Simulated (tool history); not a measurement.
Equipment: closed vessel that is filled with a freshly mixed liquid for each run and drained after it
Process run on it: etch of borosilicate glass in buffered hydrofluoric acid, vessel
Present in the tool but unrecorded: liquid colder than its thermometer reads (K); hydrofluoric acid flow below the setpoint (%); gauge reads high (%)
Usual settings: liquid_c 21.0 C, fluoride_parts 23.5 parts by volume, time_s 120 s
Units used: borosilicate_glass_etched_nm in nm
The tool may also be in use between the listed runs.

| run | hour | liquid_c | fluoride_parts | time_s | wafers since the last listed run | hours since the thermometer was replaced | hours since the hydrofluoric acid flow meter was replaced | hours since the gauge calibration | read-back film thickness of the borosilicate glass reference wafer, read on the same gauge (nm) | borosilicate_glass_etched_nm |
|---|---|---|---|---|---|---|---|---|---|---|
| 1 | 0.0 | 21.0 | 23.5 | 120 | 0 | 770.2 | 215.6 | 541.8 | 29.98 | 60.39 |
| 2 | 41.9 | 21.0 | 23.5 | 120 | 4262 | 812.1 | 257.5 | 583.7 | 30.00 | 58.79 |
| 3 | 124.8 | 21.0 | 23.5 | 120 | 8432 | 895.0 | 340.4 | 666.6 | 29.96 | 59.23 |
| 4 | 204.3 | 21.0 | 23.5 | 120 | 8087 | 974.5 | 419.9 | 746.1 | 30.05 | 58.05 |
| 5 | 252.5 | 21.0 | 23.5 | 120 | 4903 | 1022.7 | 468.1 | 794.3 | 29.99 | 58.06 |
| 6 | 323.3 | 21.0 | 23.5 | 120 | 7202 | 1093.5 | 538.9 | 865.1 | 29.99 | 57.43 |
| 7 | 424.8 | 21.0 | 23.5 | 120 | 10324 | 1195.0 | 640.4 | 966.6 | 29.99 | 56.82 |
| 8 | 530.5 | 21.0 | 23.5 | 120 | 10752 | 1300.7 | 746.1 | 1072.3 | 29.99 | 56.23 |
| 9 | 576.2 | 21.0 | 23.5 | 120 | 4648 | 1346.4 | 791.8 | 1118.0 | 29.94 | 55.97 |
|  | 620.5 | hydrofluoric acid flow meter replaced |
| 10 | 643.5 | 21.0 | 23.5 | 120 | 6744 | 1413.7 | 23.0 | 1185.3 | 30.01 | 61.77 |
| 11 | 867.9 | 21.0 | 23.5 | 120 | 22826 | 1638.1 | 247.4 | 1409.7 | 29.97 | 59.21 |
|  | 904.9 | gauge calibrated |
| 12 | 1049.6 | 21.0 | 23.5 | 120 | 18483 | 1819.8 | 429.1 | 144.7 | 29.96 | 58.83 |
|  | 1081.4 | thermometer replaced |
| 13 | 1111.8 | 21.0 | 23.5 | 120 | 6225 | 30.4 | 491.3 | 206.9 | 29.96 | 60.21 |
| 14 | 1182.8 | 17.0 | 23.5 | 120 | 7222 | 101.4 | 562.3 | 277.9 | 29.99 | 46.98 |
| 15 | 1232.7 | 21.0 | 23.5 | 120 | 5076 | 151.3 | 612.2 | 327.8 | 30.00 | 58.66 |
| 16 | 1290.9 | 21.0 | 21.0 | 160 | 5920 | 209.5 | 670.4 | 386.0 | 30.01 | 84.18 |
| 17 | 1368.7 | 25.5 | 28.0 | 120 | 7914 | 287.3 | 748.2 | 463.8 | 30.00 | 63.37 |
| 18 | 1464.6 | 22.5 | 30.0 | 120 | 9755 | 383.2 | 844.1 | 559.7 | 30.03 | 50.27 |
| 19 | 1503.7 | 21.0 | 23.5 | 70 | 3977 | 422.3 | 883.2 | 598.8 | 30.01 | 33.30 |
|  | 1531.6 | hydrofluoric acid flow meter replaced |
| 20 | 1586.2 | 21.0 | 23.5 | 120 | 8290 | 504.8 | 54.6 | 681.3 | 29.97 | 61.09 |
| 21 | 1680.1 | 21.0 | 23.5 | 120 | 9551 | 598.7 | 148.5 | 775.2 | 29.99 | 61.16 |
| 22 | 1748.0 | 21.0 | 23.5 | 120 | 6907 | 666.6 | 216.4 | 843.1 | 30.03 | 60.48 |
| 23 | 1843.9 | 23.5 | 20.5 | 160 | 9755 | 762.5 | 312.3 | 939.0 | 30.04 | 100.18 |
| 24 | 1889.8 | 17.0 | 30.0 | 80 | 4669 | 808.4 | 358.2 | 984.9 | 30.00 | 26.53 |
| 25 | 1986.2 | 21.0 | 21.0 | 120 | 9806 | 904.8 | 454.6 | 1081.3 | 29.95 | 64.07 |
| 26 | 2070.0 | 22.5 | 14.5 | 90 | 8524 | 988.6 | 538.4 | 1165.1 | 30.06 | 69.88 |

3 options for the next run, each taken on its own from the tool as it stands now. Forecast them:
| A | 2070.7 | 21.0 | 26.0 | 120 | 71 | 989.3 | 539.1 | 1165.8 | ? | ? |
| B | 2070.7 | 24.5 | 23.5 | 60 | 71 | 989.3 | 539.1 | 1165.8 | ? | ? |
| C | 2070.7 | 24.5 | 23.5 | 70 | 71 | 989.3 | 539.1 | 1165.8 | ? | ? |

| run | read-back film thickness of the borosilicate glass reference wafer, read on the same gauge (nm) | borosilicate_glass_etched_nm |
|---|---|---|
| A | 30.00 | 53.72 |
| B | 30.00 | 34.89 |
| C | 30.00 | 40.70 |
Take away the tool's hidden state, keep each run's random variation, and the runs would have read:
| run | borosilicate_glass_etched_nm |
|---|---|
| A | 59.57 |
| B | 38.65 |
| C | 45.09 |
